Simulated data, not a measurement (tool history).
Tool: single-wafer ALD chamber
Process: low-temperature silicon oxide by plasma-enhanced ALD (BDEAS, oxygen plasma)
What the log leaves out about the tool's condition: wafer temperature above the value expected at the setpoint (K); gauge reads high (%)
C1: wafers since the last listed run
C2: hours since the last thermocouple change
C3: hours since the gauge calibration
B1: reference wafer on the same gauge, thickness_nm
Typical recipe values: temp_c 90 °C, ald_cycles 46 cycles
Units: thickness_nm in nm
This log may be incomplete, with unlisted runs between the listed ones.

run 1 hour=0 | temp_c=90 ald_cycles=46 | C1=0 C2=2040.8 C3=353.6 | B1=7.296 | thickness_nm=6.953
run 2 hour=44.9 | temp_c=99 ald_cycles=46 | C1=210 C2=2085.7 C3=398.5 | B1=7.288 | thickness_nm=6.686
run 3 hour=84.6 | temp_c=99 ald_cycles=46 | C1=186 C2=2125.4 C3=438.2 | B1=7.294 | thickness_nm=6.784
run 4 hour=148.6 | temp_c=99 ald_cycles=46 | C1=299 C2=2189.4 C3=502.2 | B1=7.287 | thickness_nm=6.69
run 5 hour=274.2 | temp_c=90 ald_cycles=46 | C1=588 C2=2315 C3=627.8 | B1=7.294 | thickness_nm=6.905
run 6 hour=315 | temp_c=81 ald_cycles=46 | C1=191 C2=2355.8 C3=668.6 | B1=7.282 | thickness_nm=7.167
run 7 hour=350.5 | temp_c=90 ald_cycles=46 | C1=166 C2=2391.3 C3=704.1 | B1=7.302 | thickness_nm=6.917
run 8 hour=405.8 | temp_c=90 ald_cycles=46 | C1=259 C2=2446.6 C3=759.4 | B1=7.287 | thickness_nm=6.95
run 9 hour=475.5 | temp_c=90 ald_cycles=46 | C1=326 C2=2516.3 C3=829.1 | B1=7.289 | thickness_nm=6.844
run 10 hour=529.1 | temp_c=97 ald_cycles=46 | C1=251 C2=2569.9 C3=882.7 | B1=7.303 | thickness_nm=6.811
run 11 hour=567.1 | temp_c=97 ald_cycles=46 | C1=178 C2=2607.9 C3=920.7 | B1=7.299 | thickness_nm=6.757
run 12 hour=598.1 | temp_c=94 ald_cycles=46 | C1=145 C2=2638.9 C3=951.7 | B1=7.305 | thickness_nm=6.874
run 13 hour=642.9 | temp_c=94 ald_cycles=46 | C1=209 C2=2683.7 C3=996.5 | B1=7.289 | thickness_nm=6.855
run 14 hour=674.6 | temp_c=98 ald_cycles=43 | C1=148 C2=2715.4 C3=1028.2 | B1=7.29 | thickness_nm=6.292
run 15 hour=727.9 | temp_c=94 ald_cycles=42 | C1=249 C2=2768.7 C3=1081.5 | B1=7.291 | thickness_nm=6.182
run 16 hour=760.9 | temp_c=90 ald_cycles=46 | C1=154 C2=2801.7 C3=1114.5 | B1=7.29 | thickness_nm=6.962
run 17 hour=830.8 | temp_c=90 ald_cycles=46 | C1=327 C2=2871.6 C3=1184.4 | B1=7.296 | thickness_nm=6.976
-- hour=864.4 thermocouple changed; heater temperature recalibrated
run 18 hour=864.9 | temp_c=90 ald_cycles=53 | C1=122 C2=0.5 C3=1218.5 | B1=7.283 | thickness_nm=7.978
run 19 hour=923.9 | temp_c=82 ald_cycles=41 | C1=276 C2=59.5 C3=1277.5 | B1=7.287 | thickness_nm=6.41
run 20 hour=981.6 | temp_c=76 ald_cycles=51 | C1=270 C2=117.2 C3=1335.2 | B1=7.282 | thickness_nm=8.144
-- hour=1022.7 gauge calibrated
run 21 hour=1039.5 | temp_c=90 ald_cycles=46 | C1=271 C2=175.1 C3=16.8 | B1=7.292 | thickness_nm=6.943
run 22 hour=1089.1 | temp_c=100 ald_cycles=49 | C1=232 C2=224.7 C3=66.4 | B1=7.285 | thickness_nm=7.072
run 23 hour=1152.6 | temp_c=82 ald_cycles=38 | C1=297 C2=288.2 C3=129.9 | B1=7.285 | thickness_nm=5.968
run 24 hour=1183.8 | temp_c=90 ald_cycles=46 | C1=146 C2=319.4 C3=161.1 | B1=7.286 | thickness_nm=6.911
run 25 hour=1364.5 | temp_c=90 ald_cycles=46 | C1=846 C2=500.1 C3=341.8 | B1=7.296 | thickness_nm=6.915
run 26 hour=1428.1 | temp_c=99 ald_cycles=37 | C1=298 C2=563.7 C3=405.4 | B1=7.289 | thickness_nm=5.367
run 27 hour=1480.2 | temp_c=79 ald_cycles=38 | C1=244 C2=615.8 C3=457.5 | B1=7.285 | thickness_nm=6

List, for all runs, the conditions of the tool that the log does not record:
wafer temperature above the value expected at the setpoint (K): 0 on each run
gauge reads high (%): 0 on each run

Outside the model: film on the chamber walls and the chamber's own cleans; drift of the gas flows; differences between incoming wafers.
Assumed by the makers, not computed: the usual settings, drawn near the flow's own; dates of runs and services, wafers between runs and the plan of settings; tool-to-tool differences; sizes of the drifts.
